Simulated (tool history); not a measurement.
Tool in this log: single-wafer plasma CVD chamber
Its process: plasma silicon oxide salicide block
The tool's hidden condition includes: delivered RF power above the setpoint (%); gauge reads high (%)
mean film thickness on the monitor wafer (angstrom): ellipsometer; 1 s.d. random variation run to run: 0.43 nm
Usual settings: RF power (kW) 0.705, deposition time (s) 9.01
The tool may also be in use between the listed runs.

| run | hour | RF power (kW) | deposition time (s) | wafers since the last listed run | hours since the last RF generator calibration | hours since the showerhead was replaced | hours since the gauge calibration | read-back reference wafer on the same gauge, thickness_nm | mean film thickness on the monitor wafer (angstrom) |
|---|---|---|---|---|---|---|---|---|---|
| 1 | 0.0 | 0.705 | 9.01 | 0 | 647.5 | 1676.4 | 8.4 | 85.982 | 996.54 |
| 2 | 55.9 | 0.735 | 9.55 | 934 | 703.4 | 1732.3 | 64.3 | 86.038 | 1064.74 |
| 3 | 89.8 | 0.630 | 8.25 | 567 | 737.3 | 1766.2 | 98.2 | 86.053 | 880.65 |
| 4 | 132.0 | 0.705 | 7.81 | 705 | 779.5 | 1808.4 | 140.4 | 86.011 | 859.97 |
| 5 | 289.6 | 0.705 | 7.81 | 2636 | 937.1 | 1966.0 | 298.0 | 86.057 | 857.57 |
| 6 | 333.1 | 0.705 | 7.63 | 727 | 980.6 | 2009.5 | 341.5 | 85.904 | 838.91 |
| 7 | 390.5 | 0.705 | 9.01 | 960 | 1038.0 | 2066.9 | 398.9 | 85.989 | 998.18 |
| 8 | 526.8 | 0.705 | 9.01 | 2279 | 1174.3 | 2203.2 | 535.2 | 85.933 | 985.41 |
|  | 730.4 | RF generator calibrated |
| 9 | 730.9 | 0.705 | 9.01 | 3280 | 0.5 | 2407.3 | 739.3 | 86.001 | 1005.44 |
| 10 | 753.8 | 0.640 | 9.01 | 383 | 23.4 | 2430.2 | 762.2 | 86.057 | 978.62 |
|  | 786.1 | gauge calibrated |
|  | 812.0 | showerhead replaced |
| 11 | 812.5 | 0.640 | 9.01 | 848 | 82.1 | 0.5 | 26.4 | 86.018 | 976.73 |
| 12 | 871.1 | 0.705 | 9.01 | 980 | 140.7 | 59.1 | 85.0 | 86.055 | 1001.02 |
| 13 | 939.7 | 0.705 | 10.38 | 1147 | 209.3 | 127.7 | 153.6 | 85.994 | 1157.00 |
| 14 | 1008.5 | 0.640 | 10.69 | 1150 | 278.1 | 196.5 | 222.4 | 85.943 | 1147.50 |
| 15 | 1068.2 | 0.765 | 8.18 | 998 | 337.8 | 256.2 | 282.1 | 85.993 | 934.15 |
| 16 | 1220.3 | 0.595 | 9.01 | 2544 | 489.9 | 408.3 | 434.2 | 86.022 | 944.49 |
| 17 | 1267.8 | 0.705 | 9.01 | 794 | 537.4 | 455.8 | 481.7 | 86.087 | 1003.34 |
| 18 | 1307.5 | 0.650 | 9.01 | 664 | 577.1 | 495.5 | 521.4 | 85.980 | 973.98 |
| 19 | 1363.1 | 0.705 | 9.01 | 929 | 632.7 | 551.1 | 577.0 | 85.980 | 1005.67 |
| 20 | 1430.8 | 0.705 | 9.01 | 1132 | 700.4 | 618.8 | 644.7 | 85.995 | 991.92 |
| 21 | 1457.9 | 0.805 | 10.70 | 453 | 727.5 | 645.9 | 671.8 | 86.010 | 1216.84 |
| 22 | 1486.7 | 0.635 | 9.49 | 481 | 756.3 | 674.7 | 700.6 | 86.046 | 1019.51 |

4 ways to go on from here, each from the tool as it stands after run 22. What would each give?
| A | 1487.1 | 0.705 | 8.09 | 6 | 756.7 | 675.1 | 701.0 | ? | ? |
| B | 1487.1 | 0.565 | 10.04 | 6 | 756.7 | 675.1 | 701.0 | ? | ? |
| C | 1487.1 | 0.800 | 7.40 | 6 | 756.7 | 675.1 | 701.0 | ? | ? |
| D | 1487.1 | 0.800 | 8.22 | 6 | 756.7 | 675.1 | 701.0 | ? | ? |

| run | read-back reference wafer on the same gauge, thickness_nm | mean film thickness on the monitor wafer (angstrom) |
|---|---|---|
| A | 85.917 | 890.47 |
| B | 85.917 | 1037.65 |
| C | 85.917 | 844.61 |
| D | 85.917 | 938.20 |
Had the tool no hidden state, the same runs would have come out as:
| run | mean film thickness on the monitor wafer (angstrom) |
|---|---|
| A | 903.11 |
| B | 1052.37 |
| C | 856.59 |
| D | 951.51 |
